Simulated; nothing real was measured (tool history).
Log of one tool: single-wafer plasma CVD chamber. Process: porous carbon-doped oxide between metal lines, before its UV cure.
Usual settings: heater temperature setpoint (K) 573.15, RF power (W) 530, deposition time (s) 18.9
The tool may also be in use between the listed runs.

run     day  heater temperature setpoint (K)  RF power (W)  deposition time (s)  read-back reference wafer on the same gauge, thickness_nm  mean film thickness on the monitor wafer (Å)
  1       0                           573.15           530                 21.3                                                     86.152                                       1026.72
  2   0.738                           573.15           530                 21.3                                                     86.147                                       1034.41
  3   1.762                           573.15           530                 21.3                                                     86.228                                       1023.05
  4   2.817                           573.15           530                 18.9                                                     86.238                                        916.71
  5   3.542                           573.15           530                 18.9                                                     86.191                                         917.4
  6   4.867                           573.15           530                 18.9                                                     86.221                                        916.15
  7   5.412                           573.15           530                 18.9                                                     86.228                                        912.49
  8   6.204                           573.15           530                 18.9                                                     86.247                                        916.83
  9    6.75                           573.15           530                 18.9                                                      86.15                                        917.17
 10   8.171                           573.15           530                 18.9                                                     86.126                                        914.26
      8.704  -- showerhead replaced
 11   9.242                           573.15           530                 18.9                                                      86.11                                        914.41
 12  10.417                           573.15           530                 18.9                                                     86.293                                        911.68
     11.125  -- RF generator calibrated
 13  11.146                           573.15           530                 18.9                                                     86.199                                        965.15
 14  12.288                           573.15           530                 19.9                                                     86.174                                          1012
     13.662  -- thermocouple changed; heater temperature recalibrated
 15  13.683                           573.15           530                 18.9                                                     86.234                                        959.65
 16    14.8                           573.15           530                 16.5                                                     86.252                                        842.22
 17  16.204                           573.15           430                 18.9                                                     86.231                                        827.38
 18  18.367                           573.15           530                 18.9                                                     86.207                                        958.07
 19  18.888                           573.15           430                 18.9                                                      86.18                                         827.5
 20  19.808                           568.15           470                 17.7                                                     86.236                                        848.98
 21  20.788                           564.15           610                 16.9                                                     86.139                                        983.41
     20.854  -- gauge calibrated
 22  21.292                           573.15           530                 17.1                                                     86.204                                        863.37
 23  22.188                           566.15           435                   16                                                      86.26                                        736.22
 24  23.646                           573.15           530                 18.9                                                      86.28                                        950.36
 25  25.092                           573.15           530                 18.9                                                     86.274                                        941.99
 26  26.133                           573.15           490                 18.9                                                       86.2                                        893.98
 27  26.817                           573.15           530                 18.9                                                     86.174                                        946.82

Measured less the same run without the tool's hidden state. The same run-to-run variation is in both; the gauge's scatter may not be:
The hidden state here: wafer temperature above the value expected at the setpoint (K); delivered RF power above the setpoint (%); gauge reads high (%).
run  mean film thickness on the monitor wafer (Å)
  1                                        -58.68
  2                                        -59.23
  3                                        -58.75
  4                                        -52.79
  5                                        -52.92
  6                                        -53.02
  7                                        -52.88
  8                                        -53.22
  9                                        -53.31
 10                                        -53.31
 11                                        -53.44
 12                                         -53.4
 13                                         -3.14
 14                                         -5.25
 15                                         -7.18
 16                                         -7.79
 17                                        -11.03
 18                                        -13.94
 19                                        -14.78
 20                                        -14.26
 21                                        -17.19
 22                                        -15.98
 23                                        -16.93
 24                                         -20.4
 25                                        -21.83
 26                                        -22.15
 27                                         -23.8
